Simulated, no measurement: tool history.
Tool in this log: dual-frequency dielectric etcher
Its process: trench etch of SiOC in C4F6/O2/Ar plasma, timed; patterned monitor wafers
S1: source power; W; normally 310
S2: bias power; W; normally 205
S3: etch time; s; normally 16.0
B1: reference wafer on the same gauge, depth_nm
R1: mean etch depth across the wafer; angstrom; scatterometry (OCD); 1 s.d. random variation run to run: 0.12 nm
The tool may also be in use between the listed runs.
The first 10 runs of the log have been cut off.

run	hour	S1	S2	S3	B1	R1
# hour 353.6: upper electrode replaced, of another model than before
# hour 357.1: bias power generator calibrated
11	357.6	310	205	17.5	37.74	397.5
12	361.4	310	205	16.0	37.77	363.7
13	379.5	350	244	11.5	37.71	284.6
14	405.4	240	205	14.0	37.70	285.0
15	437.6	230	205	14.5	37.72	290.6
16	462.3	310	205	16.0	37.72	361.3
17	474.3	310	232	16.0	37.72	376.1
# hour 502.0: wet clean of the chamber
18	508.9	310	177	16.0	37.73	343.2
19	538.3	270	205	16.0	37.70	338.0
20	572.4	330	247	16.0	37.75	383.0

Run 21 has not been measured yet. What should we expect?
21	605.2	260	228	11.0	?	?

Run 21 produced B1 37.67, R1 236.8 angstrom.
Take away the tool's hidden state, keep the run-to-run variation as it was, and the same run would have given R1 234.6 angstrom.
